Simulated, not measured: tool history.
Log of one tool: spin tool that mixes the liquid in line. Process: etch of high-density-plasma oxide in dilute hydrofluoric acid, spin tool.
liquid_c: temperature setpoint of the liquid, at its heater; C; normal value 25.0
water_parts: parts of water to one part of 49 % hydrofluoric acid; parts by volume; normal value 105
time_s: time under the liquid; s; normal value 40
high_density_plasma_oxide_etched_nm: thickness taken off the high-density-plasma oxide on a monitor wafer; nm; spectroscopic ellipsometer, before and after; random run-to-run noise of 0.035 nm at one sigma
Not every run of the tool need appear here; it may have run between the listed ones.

run,hour,liquid_c,water_parts,time_s,"read-back film thickness of the high-density-plasma oxide reference wafer, read on the same gauge (nm)",high_density_plasma_oxide_etched_nm
1,0.0,25.0,65,40,29.984,7.020
2,79.4,25.0,85,40,29.994,5.234
3,156.9,25.0,105,40,30.007,4.161
4,214.1,25.0,105,40,29.999,4.141
5,278.7,25.0,105,25,30.001,2.588
6,325.8,25.0,105,25,30.004,2.563
# hour 422.8: thermometer replaced
7,423.3,25.0,105,25,29.990,2.871
8,484.8,23.0,105,50,29.973,5.314
9,533.3,21.5,105,40,29.982,3.967
10,608.7,26.5,130,35,30.002,3.322
11,708.0,26.5,130,35,30.015,3.315
# hour 715.8: gauge calibrated
# hour 725.5: hydrofluoric acid flow meter replaced
12,920.8,29.5,140,65,29.999,6.244
13,969.7,25.0,105,30,29.988,3.356

What will run 14 give?
14,1018.1,25.0,70,50,?,?

read-back film thickness of the high-density-plasma oxide reference wafer, read on the same gauge (nm): 30.008
high_density_plasma_oxide_etched_nm: 8.769 nm
If the tool had no hidden condition, the same run with the same run-to-run variation would have returned high_density_plasma_oxide_etched_nm 9.009 nm.
